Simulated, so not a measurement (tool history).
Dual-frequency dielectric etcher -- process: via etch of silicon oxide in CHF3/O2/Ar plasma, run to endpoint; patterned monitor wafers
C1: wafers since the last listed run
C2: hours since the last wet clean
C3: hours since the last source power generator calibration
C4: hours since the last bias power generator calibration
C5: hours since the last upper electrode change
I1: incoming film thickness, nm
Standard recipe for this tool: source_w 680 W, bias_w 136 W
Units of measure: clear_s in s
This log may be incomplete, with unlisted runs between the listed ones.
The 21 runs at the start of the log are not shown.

At hour 532.5: bias power generator calibrated.
At hour 559.3: wet clean of the chamber.
At hour 637.2: upper electrode replaced.
Run 22, hour 637.7: usual settings but source_w 560 W, bias_w 127 W; C1 445; C2 78.4; C3 123.8; C4 105.2; C5 0.5; I1 694.6. Result: clear_s 405.5 s.
Run 23, hour 650.1: usual settings but source_w 840 W; C1 77; C2 90.8; C3 136.2; C4 117.6; C5 12.9; I1 694.5. Result: clear_s 328.7 s.
Run 24, hour 678.5: usual settings; C1 177; C2 119.2; C3 164.6; C4 146.0; C5 41.3; I1 699.8. Result: clear_s 366.3 s.
Run 25, hour 693.4: usual settings but source_w 530 W; C1 93; C2 134.1; C3 179.5; C4 160.9; C5 56.2; I1 693.3. Result: clear_s 405.4 s.
Run 26, hour 714.8: usual settings but source_w 810 W, bias_w 156 W; C1 133; C2 155.5; C3 200.9; C4 182.3; C5 77.6; I1 699.0. Result: clear_s 324.0 s.
Run 27, hour 744.3: usual settings but source_w 770 W; C1 184; C2 185.0; C3 230.4; C4 211.8; C5 107.1; I1 696.8. Result: clear_s 342.1 s.
Run 28, hour 765.3: usual settings but source_w 830 W, bias_w 150 W; C1 131; C2 206.0; C3 251.4; C4 232.8; C5 128.1; I1 698.9. Result: clear_s 318.7 s.
Run 29, hour 793.2: usual settings but source_w 560 W, bias_w 127 W; C1 174; C2 233.9; C3 279.3; C4 260.7; C5 156.0; I1 693.0. Result: clear_s 395.9 s.
Run 30, hour 808.4: usual settings but source_w 750 W, bias_w 119 W; C1 94; C2 249.1; C3 294.5; C4 275.9; C5 171.2; I1 703.0. Result: clear_s 351.1 s.
Run 31, hour 820.5: usual settings but source_w 830 W, bias_w 163 W; C1 75; C2 261.2; C3 306.6; C4 288.0; C5 183.3; I1 703.3. Result: clear_s 314.1 s.
Run 32, hour 833.4: usual settings but bias_w 106 W; C1 80; C2 274.1; C3 319.5; C4 300.9; C5 196.2; I1 700.9. Result: clear_s 381.0 s.
Run 33, hour 919.6: usual settings but bias_w 169 W; C1 538; C2 360.3; C3 405.7; C4 387.1; C5 282.4; I1 699.3. Result: clear_s 336.0 s.
At hour 959.7: wet clean of the chamber.
Run 34, hour 960.2: usual settings but source_w 570 W; C1 103; C2 0.5; C3 446.3; C4 427.7; C5 323.0; I1 704.5. Result: clear_s 407.3 s.
Run 35, hour 974.5: usual settings but source_w 630 W; C1 89; C2 14.8; C3 460.6; C4 442.0; C5 337.3; I1 696.5. Result: clear_s 384.8 s.

What will run 36 give?
Run 36, hour 998.0: usual settings; C1 146; C2 38.3; C3 484.1; C4 465.5; C5 360.8; I1 691.4. Result: clear_s ?.

clear_s: 368.3 s
With the hidden condition absent and the run-to-run variation left alone, this run would have shown clear_s 370.0 s.
